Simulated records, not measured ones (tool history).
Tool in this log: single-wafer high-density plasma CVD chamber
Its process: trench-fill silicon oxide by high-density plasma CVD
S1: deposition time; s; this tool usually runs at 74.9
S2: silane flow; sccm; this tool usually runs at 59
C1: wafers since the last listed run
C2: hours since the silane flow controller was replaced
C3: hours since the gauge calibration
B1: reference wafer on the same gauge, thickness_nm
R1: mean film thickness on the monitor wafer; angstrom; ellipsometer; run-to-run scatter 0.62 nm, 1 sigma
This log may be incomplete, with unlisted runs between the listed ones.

run,hour,S1,S2,C1,C2,C3,B1,R1
1,0,74.9,59,0,2120.4,176.1,403.792,4390.95
2,17,74.9,59,293,2137.4,193.1,403.971,4388.64
3,25.2,74.9,59,141,2145.6,201.3,403.912,4410.5
4,34.6,74.9,59,162,2155,210.7,404.018,4389.81
5,50,74.9,59,265,2170.4,226.1,404.143,4397.55
6,66.5,64.6,59,284,2186.9,242.6,404.146,3798.03
# hour 77.7: silane flow controller replaced
7,78.2,64.6,59,63,0.5,254.3,403.963,3597.61
8,94,64.6,59,272,16.3,270.1,403.968,3591.57
9,110.3,74.9,59,281,32.6,286.4,403.994,4161.99
# hour 123.1: gauge calibrated
10,123.5,74.9,59,227,45.8,0.4,404.037,4169.69
11,134.6,86.8,59,191,56.9,11.5,404.137,4832.89
12,145.5,74.9,59,188,67.8,22.4,403.945,4158.68
13,163.4,74.9,59,309,85.7,40.3,404.069,4174.51
14,180.6,74.9,63,297,102.9,57.5,404.123,4451.26
15,195,74.9,59,248,117.3,71.9,403.846,4168.65
16,203.5,64.4,52,146,125.8,80.4,403.905,3160.13
17,215,65.5,54,198,137.3,91.9,403.996,3338.41
18,231.7,86.1,52,288,154,108.6,403.862,4219.76
19,244.7,88.5,69,224,167,121.6,404.014,5752.7
20,253.7,80.9,59,155,176,130.6,404.004,4492.91

Take each entry between the runs: how does the hidden state at the last listed run before it differ from the hidden state at the first listed run after it?
Logged between run 6 and run 7: silane flow controller replaced (hour 77.7)
  delivered silane flow above the setpoint (%): 6.08 -> 0.224
  what was measured, less what the result would be without the hidden state, R1: +217.85 -> +8.03 angstrom
Logged between run 9 and run 10: gauge calibrated (hour 123.1)
  delivered silane flow above the setpoint (%): 0.225 -> 0.227
  what was measured, less what the result would be without the hidden state, R1: +9.35 -> +9.43 angstrom
